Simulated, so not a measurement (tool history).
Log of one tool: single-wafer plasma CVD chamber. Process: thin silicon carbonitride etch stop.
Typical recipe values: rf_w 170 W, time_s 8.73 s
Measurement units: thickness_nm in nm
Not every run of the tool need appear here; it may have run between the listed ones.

| run | hour | rf_w | time_s | wafers since the last listed run | hours since the last thermocouple change | hours since the last RF generator calibration | hours since the showerhead was replaced | hours since the gauge calibration | read-back reference wafer on the same gauge, thickness_nm | thickness_nm |
|---|---|---|---|---|---|---|---|---|---|---|
| 1 | 0.0 | 170 | 8.73 | 0 | 1784.9 | 503.1 | 3430.0 | 308.7 | 4.989 | 4.226 |
| 2 | 17.3 | 170 | 8.73 | 897 | 1802.2 | 520.4 | 3447.3 | 326.0 | 4.991 | 4.207 |
| 3 | 31.4 | 170 | 8.73 | 731 | 1816.3 | 534.5 | 3461.4 | 340.1 | 4.991 | 4.216 |
| 4 | 56.3 | 195 | 8.73 | 1291 | 1841.2 | 559.4 | 3486.3 | 365.0 | 4.990 | 4.436 |
| 5 | 69.4 | 170 | 8.73 | 679 | 1854.3 | 572.5 | 3499.4 | 378.1 | 4.985 | 4.170 |
| 6 | 76.7 | 170 | 8.73 | 378 | 1861.6 | 579.8 | 3506.7 | 385.4 | 4.986 | 4.182 |
| 7 | 91.2 | 170 | 8.73 | 752 | 1876.1 | 594.3 | 3521.2 | 399.9 | 4.994 | 4.191 |
| 8 | 104.1 | 170 | 8.73 | 669 | 1889.0 | 607.2 | 3534.1 | 412.8 | 4.991 | 4.158 |
| 9 | 110.2 | 170 | 8.73 | 316 | 1895.1 | 613.3 | 3540.2 | 418.9 | 4.994 | 4.156 |
| 10 | 120.6 | 170 | 8.73 | 539 | 1905.5 | 623.7 | 3550.6 | 429.3 | 4.988 | 4.184 |
| 11 | 127.3 | 145 | 8.73 | 347 | 1912.2 | 630.4 | 3557.3 | 436.0 | 4.991 | 3.854 |
| 12 | 136.7 | 145 | 8.73 | 487 | 1921.6 | 639.8 | 3566.7 | 445.4 | 4.988 | 3.826 |
|  | 173.1 | showerhead replaced |
| 13 | 188.0 | 170 | 8.73 | 2245 | 1972.9 | 691.1 | 14.9 | 496.7 | 4.997 | 4.175 |
| 14 | 198.9 | 170 | 8.73 | 565 | 1983.8 | 702.0 | 25.8 | 507.6 | 4.990 | 4.136 |
| 15 | 249.4 | 170 | 8.73 | 2619 | 2034.3 | 752.5 | 76.3 | 558.1 | 5.001 | 4.148 |
|  | 273.4 | RF generator calibrated |
| 16 | 273.9 | 170 | 8.73 | 855 | 2058.8 | 0.5 | 100.8 | 582.6 | 4.992 | 4.291 |
|  | 276.9 | gauge calibrated |
| 17 | 281.4 | 170 | 8.73 | 388 | 2066.3 | 8.0 | 108.3 | 4.5 | 4.980 | 4.265 |
| 18 | 287.8 | 170 | 8.73 | 331 | 2072.7 | 14.4 | 114.7 | 10.9 | 4.993 | 4.261 |
| 19 | 301.0 | 180 | 9.64 | 684 | 2085.9 | 27.6 | 127.9 | 24.1 | 4.989 | 4.903 |
| 20 | 309.9 | 140 | 7.33 | 461 | 2094.8 | 36.5 | 136.8 | 33.0 | 4.991 | 3.240 |
| 21 | 356.7 | 170 | 8.73 | 2427 | 2141.6 | 83.3 | 183.6 | 79.8 | 4.996 | 4.296 |
| 22 | 366.5 | 170 | 7.72 | 508 | 2151.4 | 93.1 | 193.4 | 89.6 | 4.987 | 3.759 |
| 23 | 377.7 | 170 | 7.40 | 580 | 2162.6 | 104.3 | 204.6 | 100.8 | 4.981 | 3.622 |
| 24 | 384.3 | 155 | 9.56 | 342 | 2169.2 | 110.9 | 211.2 | 107.4 | 4.996 | 4.449 |
| 25 | 415.8 | 190 | 8.26 | 1633 | 2200.7 | 142.4 | 242.7 | 138.9 | 4.988 | 4.273 |
|  | 427.5 | thermocouple changed; heater temperature recalibrated |
| 26 | 432.8 | 135 | 9.46 | 466 | 5.3 | 159.4 | 259.7 | 155.9 | 4.995 | 4.049 |
| 27 | 444.4 | 150 | 9.88 | 601 | 16.9 | 171.0 | 271.3 | 167.5 | 4.984 | 4.524 |
| 28 | 461.8 | 135 | 9.96 | 902 | 34.3 | 188.4 | 288.7 | 184.9 | 4.999 | 4.245 |
| 29 | 478.0 | 170 | 8.73 | 840 | 50.5 | 204.6 | 304.9 | 201.1 | 4.990 | 4.238 |
| 30 | 487.1 | 135 | 9.96 | 471 | 59.6 | 213.7 | 314.0 | 210.2 | 4.995 | 4.281 |
| 31 | 499.5 | 155 | 9.70 | 643 | 72.0 | 226.1 | 326.4 | 222.6 | 4.985 | 4.498 |
| 32 | 507.5 | 150 | 7.17 | 414 | 80.0 | 234.1 | 334.4 | 230.6 | 4.992 | 3.271 |
| 33 | 519.6 | 170 | 8.73 | 627 | 92.1 | 246.2 | 346.5 | 242.7 | 4.986 | 4.283 |
| 34 | 529.9 | 190 | 8.26 | 534 | 102.4 | 256.5 | 356.8 | 253.0 | 4.988 | 4.240 |
| 35 | 546.6 | 185 | 9.26 | 866 | 119.1 | 273.2 | 373.5 | 269.7 | 4.987 | 4.696 |
| 36 | 556.1 | 155 | 7.31 | 492 | 128.6 | 282.7 | 383.0 | 279.2 | 4.995 | 3.371 |
| 37 | 569.1 | 170 | 8.73 | 674 | 141.6 | 295.7 | 396.0 | 292.2 | 4.991 | 4.212 |

3 options for the next run, each taken on its own from the tool as it stands now. Forecast them:
| A | 569.5 | 170 | 8.73 | 20 | 142.0 | 296.1 | 396.4 | 292.6 | ? | ? |
| B | 569.5 | 200 | 9.53 | 20 | 142.0 | 296.1 | 396.4 | 292.6 | ? | ? |
| C | 569.5 | 190 | 8.73 | 20 | 142.0 | 296.1 | 396.4 | 292.6 | ? | ? |

| run | read-back reference wafer on the same gauge, thickness_nm | thickness_nm |
|---|---|---|
| A | 4.986 | 4.248 |
| B | 4.986 | 5.018 |
| C | 4.986 | 4.487 |
What these runs would have given with no unlogged condition in the tool:
| run | thickness_nm |
|---|---|
| A | 4.330 |
| B | 5.114 |
| C | 4.573 |

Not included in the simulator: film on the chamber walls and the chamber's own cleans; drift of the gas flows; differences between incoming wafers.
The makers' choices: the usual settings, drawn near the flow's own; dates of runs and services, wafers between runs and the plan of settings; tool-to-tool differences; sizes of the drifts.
